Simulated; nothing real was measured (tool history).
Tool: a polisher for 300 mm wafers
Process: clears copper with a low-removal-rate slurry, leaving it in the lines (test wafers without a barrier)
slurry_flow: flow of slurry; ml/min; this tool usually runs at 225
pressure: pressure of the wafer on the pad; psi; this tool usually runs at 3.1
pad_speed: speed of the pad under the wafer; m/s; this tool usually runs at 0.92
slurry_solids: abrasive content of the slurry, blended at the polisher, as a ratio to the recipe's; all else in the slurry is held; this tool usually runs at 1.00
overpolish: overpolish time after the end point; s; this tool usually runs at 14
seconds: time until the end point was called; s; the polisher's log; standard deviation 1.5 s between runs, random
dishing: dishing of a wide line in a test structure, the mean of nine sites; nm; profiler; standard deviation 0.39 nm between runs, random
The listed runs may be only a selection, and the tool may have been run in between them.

| run | hour | slurry_flow | pressure | pad_speed | slurry_solids | overpolish | incoming thickness of the incoming film, nm | seconds | dishing |
|---|---|---|---|---|---|---|---|---|---|
| 1 | 0.0 | 225 | 3.1 | 0.86 | 1.00 | 14 | 341.4 | 160.6 | 21.9 |
| 2 | 12.0 | 225 | 3.1 | 0.86 | 1.00 | 14 | 341.9 | 159.8 | 21.9 |
|  | 40.1 | worn pad replaced by a new one |
| 3 | 43.2 | 225 | 3.4 | 0.68 | 1.00 | 14 | 335.9 | 166.0 | 20.9 |
| 4 | 56.2 | 225 | 3.4 | 0.68 | 1.00 | 14 | 331.2 | 166.4 | 20.3 |
| 5 | 63.1 | 225 | 3.1 | 0.92 | 1.00 | 14 | 337.4 | 146.8 | 22.8 |
| 6 | 78.8 | 225 | 3.1 | 0.92 | 1.00 | 14 | 336.5 | 148.5 | 22.7 |
|  | 91.4 | slurry nozzle cleaned |
|  | 95.8 | slurry blender recalibrated |
| 7 | 96.3 | 225 | 3.1 | 0.92 | 1.00 | 14 | 338.4 | 132.4 | 26.5 |
| 8 | 109.1 | 225 | 3.1 | 0.92 | 1.00 | 14 | 338.2 | 135.2 | 26.4 |
| 9 | 120.8 | 225 | 3.1 | 0.68 | 1.00 | 14 | 334.1 | 164.6 | 21.3 |
|  | 135.0 | worn pad replaced by a new one |
| 10 | 138.2 | 285 | 3.1 | 0.92 | 1.00 | 14 | 331.0 | 125.6 | 26.2 |
| 11 | 145.7 | 225 | 3.1 | 0.92 | 1.00 | 14 | 337.0 | 134.7 | 25.8 |
| 12 | 157.1 | 225 | 3.1 | 0.70 | 1.00 | 14 | 329.3 | 161.7 | 21.1 |
|  | 161.5 | head pressure recalibrated |
| 13 | 166.3 | 225 | 3.1 | 0.92 | 1.00 | 14 | 333.9 | 134.9 | 25.0 |
| 14 | 176.4 | 170 | 3.1 | 0.92 | 1.00 | 14 | 341.1 | 139.0 | 24.5 |
| 15 | 185.8 | 225 | 3.1 | 0.92 | 1.25 | 14 | 332.1 | 125.0 | 26.0 |
| 16 | 198.7 | 225 | 3.1 | 0.92 | 1.00 | 14 | 332.3 | 136.7 | 25.0 |
| 17 | 205.0 | 300 | 3.1 | 0.82 | 1.00 | 14 | 330.0 | 144.6 | 23.3 |
|  | 212.9 | worn pad replaced by a new one |
| 18 | 213.4 | 250 | 3.1 | 0.68 | 1.20 | 14 | 338.0 | 164.2 | 21.1 |
| 19 | 228.0 | 295 | 2.2 | 1.08 | 1.00 | 16 | 331.7 | 167.5 | 22.4 |

Some steps in seconds between neighbouring runs. How much of each would the tool show without its hidden state too (settings, what came in, random variation), and how much is left for the hidden state, with any gauge scatter that isn't in both results?
Unlogged tool condition in this case: removal rate lost through wear of the pad, %; slurry flow missing at the pad, %; deviation of the head's pressure from its setpoint, %; abrasive missing from the slurry, %.
Run 6 -> 7: slurry nozzle cleaned, slurry blender recalibrated. seconds -16.1 s: hidden state -19.1, all else +3.0.
Run 9 -> 10: slurry_flow 225 -> 285, pad_speed 0.68 -> 0.92, worn pad replaced by a new one. seconds -39.0 s: hidden state +0.3, all else -39.3.
